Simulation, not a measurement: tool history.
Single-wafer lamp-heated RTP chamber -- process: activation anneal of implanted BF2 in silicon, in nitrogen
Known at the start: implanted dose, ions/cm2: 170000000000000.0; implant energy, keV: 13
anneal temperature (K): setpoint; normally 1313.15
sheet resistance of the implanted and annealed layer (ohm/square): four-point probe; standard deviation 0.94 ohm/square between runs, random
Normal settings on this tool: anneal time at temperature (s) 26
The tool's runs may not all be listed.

| run | hour | anneal temperature (K) | anneal time at temperature (s) | wafers since the last listed run | wafers since the last pyrometer calibration | wafers since the reflector plate was cleaned | hours since the gauge calibration | read-back reference wafer on the same gauge, sheet resistance | sheet resistance of the implanted and annealed layer (ohm/square) |
|---|---|---|---|---|---|---|---|---|---|
| 1 | 0.0 | 1313.15 | 26 | 0 | 3136 | 2010 | 1767.3 | 510.00 | 626.04 |
| 2 | 63.1 | 1313.15 | 26 | 700 | 3837 | 2711 | 1830.4 | 510.04 | 626.11 |
| 3 | 107.5 | 1313.15 | 18 | 493 | 4330 | 3204 | 1874.8 | 510.13 | 633.82 |
| 4 | 160.2 | 1313.15 | 18 | 585 | 4915 | 3790 | 1927.5 | 509.80 | 633.58 |
| 5 | 189.7 | 1300.15 | 26 | 327 | 5243 | 4118 | 1957.0 | 510.10 | 630.28 |
| 6 | 254.0 | 1313.15 | 17 | 714 | 5957 | 4832 | 2021.3 | 509.93 | 631.61 |
|  | 265.1 | reflector plate cleaned |
|  | 297.8 | pyrometer window cleaned and pyrometer calibrated |
| 7 | 304.7 | 1313.15 | 17 | 385 | 76 | 350 | 2072.0 | 509.87 | 631.72 |
| 8 | 344.7 | 1313.15 | 17 | 444 | 520 | 795 | 2112.0 | 509.87 | 632.19 |
| 9 | 378.4 | 1321.15 | 16 | 374 | 894 | 1169 | 2145.7 | 510.07 | 630.24 |
|  | 435.4 | gauge calibrated |
| 10 | 443.2 | 1313.15 | 26 | 719 | 1614 | 1889 | 7.8 | 510.02 | 623.21 |
| 11 | 501.1 | 1313.15 | 26 | 643 | 2257 | 2532 | 65.7 | 510.01 | 622.40 |
| 12 | 562.2 | 1313.15 | 26 | 678 | 2936 | 3211 | 126.8 | 510.21 | 621.90 |
| 13 | 625.1 | 1325.15 | 19 | 698 | 3635 | 3909 | 189.7 | 510.06 | 623.27 |
|  | 669.4 | pyrometer window cleaned and pyrometer calibrated, repeated, since the last time left the tool worse |
| 14 | 688.6 | 1284.15 | 26 | 616 | 213 | 4526 | 253.2 | 509.91 | 635.22 |
| 15 | 753.3 | 1321.15 | 39 | 718 | 932 | 5245 | 317.9 | 509.97 | 612.41 |
| 16 | 783.2 | 1288.15 | 38 | 332 | 1264 | 5577 | 347.8 | 509.84 | 626.45 |
|  | 806.2 | reflector plate cleaned |
| 17 | 847.5 | 1298.15 | 11 | 625 | 1889 | 458 | 412.1 | 510.02 | 644.49 |
| 18 | 917.0 | 1303.15 | 39 | 772 | 2661 | 1230 | 481.6 | 509.99 | 621.10 |
| 19 | 957.5 | 1313.15 | 26 | 449 | 3111 | 1680 | 522.1 | 509.98 | 626.13 |
| 20 | 1012.5 | 1300.15 | 40 | 610 | 3722 | 2291 | 577.1 | 509.93 | 621.03 |
| 21 | 1048.9 | 1313.15 | 26 | 404 | 4126 | 2695 | 613.5 | 510.05 | 624.93 |
| 22 | 1096.2 | 1313.15 | 33 | 525 | 4652 | 3221 | 660.8 | 509.82 | 618.42 |
| 23 | 1152.9 | 1288.15 | 12 | 629 | 5282 | 3851 | 717.5 | 509.80 | 643.82 |
| 24 | 1201.4 | 1313.15 | 26 | 538 | 5821 | 4389 | 766.0 | 510.24 | 625.35 |
|  | 1254.4 | pyrometer window cleaned and pyrometer calibrated |
| 25 | 1263.9 | 1313.15 | 15 | 605 | 105 | 4995 | 828.5 | 510.06 | 637.94 |

Predict the results of run 26:
|  | 1295.9 | reflector plate cleaned |
| 26 | 1306.5 | 1337.15 | 19 | 384 | 490 | 117 | 871.1 | ? | ? |

read-back reference wafer on the same gauge, sheet resistance: 510.12
sheet resistance of the implanted and annealed layer (ohm/square): 624.46
On a tool with no hidden condition, and with the same random variation, this run would have come out at sheet resistance of the implanted and annealed layer (ohm/square) 624.74.
